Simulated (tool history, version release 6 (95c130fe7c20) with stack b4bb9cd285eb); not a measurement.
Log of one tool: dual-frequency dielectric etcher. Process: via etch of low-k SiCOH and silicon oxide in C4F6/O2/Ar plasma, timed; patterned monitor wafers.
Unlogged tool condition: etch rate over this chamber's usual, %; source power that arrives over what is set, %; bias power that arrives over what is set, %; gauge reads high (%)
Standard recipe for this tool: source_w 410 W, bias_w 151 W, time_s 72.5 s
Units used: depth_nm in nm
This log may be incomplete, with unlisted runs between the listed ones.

run	hour	source_w	bias_w	time_s	wafers since the last listed run	hours since the last wet clean	hours since the last source power generator calibration	hours since the last bias power generator calibration	hours since the last upper electrode change	hours since the gauge calibration	read-back reference wafer on the same gauge, depth_nm	depth_nm
1	0.0	410	151	58.0	0	579.3	1813.3	4390.0	5045.5	525.3	231.9	173.4
2	14.1	410	151	72.5	110	593.4	1827.4	4404.1	5059.6	539.4	232.1	219.3
# hour 50.7: wet clean of the chamber
3	51.2	410	151	72.5	102	0.5	1864.5	4441.2	5096.7	576.5	232.0	208.9
4	57.8	410	151	72.5	51	7.1	1871.1	4447.8	5103.3	583.1	232.0	210.5
5	92.2	410	151	72.5	270	41.5	1905.5	4482.2	5137.7	617.5	231.9	208.3
6	112.5	410	151	72.5	159	61.8	1925.8	4502.5	5158.0	637.8	231.6	209.1
7	136.8	410	151	72.5	190	86.1	1950.1	4526.8	5182.3	662.1	232.1	210.9
8	163.7	410	151	72.5	211	113.0	1977.0	4553.7	5209.2	689.0	232.2	210.6
9	193.6	410	151	72.5	234	142.9	2006.9	4583.6	5239.1	718.9	232.0	211.3
10	207.8	410	151	72.5	111	157.1	2021.1	4597.8	5253.3	733.1	232.1	209.5
11	226.7	410	151	72.5	148	176.0	2040.0	4616.7	5272.2	752.0	232.1	212.0
12	254.3	370	151	72.5	216	203.6	2067.6	4644.3	5299.8	779.6	232.2	203.7
# hour 261.1: gauge calibrated
13	273.0	370	151	72.5	146	222.3	2086.3	4663.0	5318.5	11.9	232.1	204.1
14	296.2	370	151	72.5	182	245.5	2109.5	4686.2	5341.7	35.1	231.9	203.9
# hour 345.4: upper electrode replaced
15	345.9	490	166	89.0	201	295.2	2159.2	4735.9	0.5	84.8	231.9	290.8
16	353.8	480	151	72.5	62	303.1	2167.1	4743.8	8.4	92.7	231.9	227.5
17	379.3	480	182	58.5	200	328.6	2192.6	4769.3	33.9	118.2	231.8	197.8
18	397.7	470	141	86.0	144	347.0	2211.0	4787.7	52.3	136.6	232.0	259.9
19	429.2	350	172	72.5	247	378.5	2242.5	4819.2	83.8	168.1	232.1	216.6
20	454.0	410	151	72.5	194	403.3	2267.3	4844.0	108.6	192.9	232.2	215.0
# hour 490.1: bias power generator calibrated
21	490.6	360	151	72.5	256	439.9	2303.9	0.5	145.2	229.5	232.1	206.8
22	506.4	410	166	72.5	124	455.7	2319.7	16.3	161.0	245.3	231.9	225.5
23	536.6	410	151	72.5	237	485.9	2349.9	46.5	191.2	275.5	232.2	217.1
# hour 550.2: source power generator calibrated
# hour 566.3: wet clean of the chamber
24	571.1	500	151	72.5	113	4.8	20.9	81.0	225.7	310.0	231.7	225.9
25	594.0	320	151	85.5	179	27.7	43.8	103.9	248.6	332.9	231.9	226.3
26	619.8	470	151	57.0	202	53.5	69.6	129.7	274.4	358.7	232.1	173.0
27	643.4	410	151	52.5	185	77.1	93.2	153.3	298.0	382.3	232.0	152.3
28	675.8	410	151	72.5	254	109.5	125.6	185.7	330.4	414.7	231.7	211.5
29	701.2	410	132	57.0	199	134.9	151.0	211.1	355.8	440.1	232.2	156.9
30	717.5	410	151	72.5	128	151.2	167.3	227.4	372.1	456.4	231.8	210.4

Alternative continuations, all from the tool just after run 30; predict every row:
A	717.9	410	127	72.5	3	151.6	167.7	227.8	372.5	456.8	?	?
B	717.9	330	174	52.5	3	151.6	167.7	227.8	372.5	456.8	?	?
C	717.9	380	132	72.5	3	151.6	167.7	227.8	372.5	456.8	?	?
D	717.9	310	133	51.0	3	151.6	167.7	227.8	372.5	456.8	?	?

run	read-back reference wafer on the same gauge, depth_nm	depth_nm
A	231.9	196.6
B	231.9	150.7
C	231.9	194.5
D	231.9	128.0
The same runs, with their run-to-run variation unchanged, on a tool lacking any hidden condition would have given:
run	depth_nm
A	193.2
B	148.1
C	191.1
D	125.8

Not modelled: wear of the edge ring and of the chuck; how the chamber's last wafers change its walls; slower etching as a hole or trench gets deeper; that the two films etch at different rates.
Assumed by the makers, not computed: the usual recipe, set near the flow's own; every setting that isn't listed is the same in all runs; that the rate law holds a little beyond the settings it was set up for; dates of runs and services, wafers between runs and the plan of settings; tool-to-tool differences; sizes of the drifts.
